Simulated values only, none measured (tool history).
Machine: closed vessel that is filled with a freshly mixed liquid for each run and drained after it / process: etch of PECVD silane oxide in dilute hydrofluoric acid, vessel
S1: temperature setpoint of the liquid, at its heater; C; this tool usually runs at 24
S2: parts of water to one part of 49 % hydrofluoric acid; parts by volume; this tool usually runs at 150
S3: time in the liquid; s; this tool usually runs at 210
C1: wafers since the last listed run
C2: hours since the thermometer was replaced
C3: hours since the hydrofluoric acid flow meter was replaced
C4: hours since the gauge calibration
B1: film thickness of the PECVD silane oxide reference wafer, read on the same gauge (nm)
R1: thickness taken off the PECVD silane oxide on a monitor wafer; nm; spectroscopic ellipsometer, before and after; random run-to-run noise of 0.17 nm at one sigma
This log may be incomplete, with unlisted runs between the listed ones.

| run | hour | S1 | S2 | S3 | C1 | C2 | C3 | C4 | B1 | R1 |
|---|---|---|---|---|---|---|---|---|---|---|
| 1 | 0 | 24 | 150 | 120 | 0 | 964.5 | 1186.7 | 1165.5 | 139.99 | 12.49 |
| 2 | 98.4 | 24 | 150 | 120 | 7567 | 1062.9 | 1285.1 | 1263.9 | 139.97 | 12.4 |
| 3 | 152.8 | 24 | 150 | 120 | 4183 | 1117.3 | 1339.5 | 1318.3 | 140 | 12.51 |
| 4 | 201.5 | 24 | 130 | 210 | 3745 | 1166 | 1388.2 | 1367 | 139.99 | 25.86 |
| 5 | 303.9 | 23 | 150 | 210 | 7875 | 1268.4 | 1490.6 | 1469.4 | 140 | 21.58 |
| 6 | 401.9 | 24 | 150 | 210 | 7537 | 1366.4 | 1588.6 | 1567.4 | 140 | 21.91 |
|  | 402.7 | gauge calibrated |
| 7 | 477.2 | 21.5 | 150 | 210 | 5791 | 1441.7 | 1663.9 | 74.5 | 139.98 | 20.38 |
|  | 625.1 | thermometer replaced |
| 8 | 667.9 | 21.5 | 150 | 210 | 14589 | 42.8 | 1854.6 | 265.2 | 139.98 | 19.1 |
| 9 | 774.9 | 24 | 150 | 320 | 8229 | 149.8 | 1961.6 | 372.2 | 140 | 31.58 |
| 10 | 854.2 | 20.5 | 150 | 135 | 6098 | 229.1 | 2040.9 | 451.5 | 139.99 | 11.83 |
|  | 897.7 | hydrofluoric acid flow meter replaced |
| 11 | 904.8 | 27.5 | 150 | 210 | 3814 | 279.7 | 7.1 | 502.1 | 140 | 23.97 |
| 12 | 984.4 | 20.5 | 150 | 135 | 6121 | 359.3 | 86.7 | 581.7 | 139.97 | 11.96 |
| 13 | 1078.2 | 22.5 | 150 | 245 | 7214 | 453.1 | 180.5 | 675.5 | 140.01 | 23.47 |
| 14 | 1135.3 | 24 | 115 | 210 | 4391 | 510.2 | 237.6 | 732.6 | 140 | 29.37 |
| 15 | 1198.7 | 28.5 | 115 | 210 | 4875 | 573.6 | 301 | 796 | 140 | 34.96 |
| 16 | 1240.2 | 22.5 | 225 | 110 | 3191 | 615.1 | 342.5 | 837.5 | 140.01 | 6.59 |
| 17 | 1307.3 | 24 | 150 | 210 | 5160 | 682.2 | 409.6 | 904.6 | 140.01 | 21.67 |

Branching from run 17: 3 alternative next runs. What would each branch give?
| A | 1308 | 24 | 85 | 210 | 53 | 682.9 | 410.3 | 905.3 | ? | ? |
| B | 1308 | 28.5 | 150 | 140 | 53 | 682.9 | 410.3 | 905.3 | ? | ? |
| C | 1308 | 24 | 150 | 110 | 53 | 682.9 | 410.3 | 905.3 | ? | ? |

| run | B1 | R1 |
|---|---|---|
| A | 140 | 41.02 |
| B | 140 | 16.9 |
| C | 140 | 11.24 |
Stripped of hidden state, with their random variation kept, the same runs would have yielded:
| run | R1 |
|---|---|
| A | 39.34 |
| B | 16.27 |
| C | 10.8 |
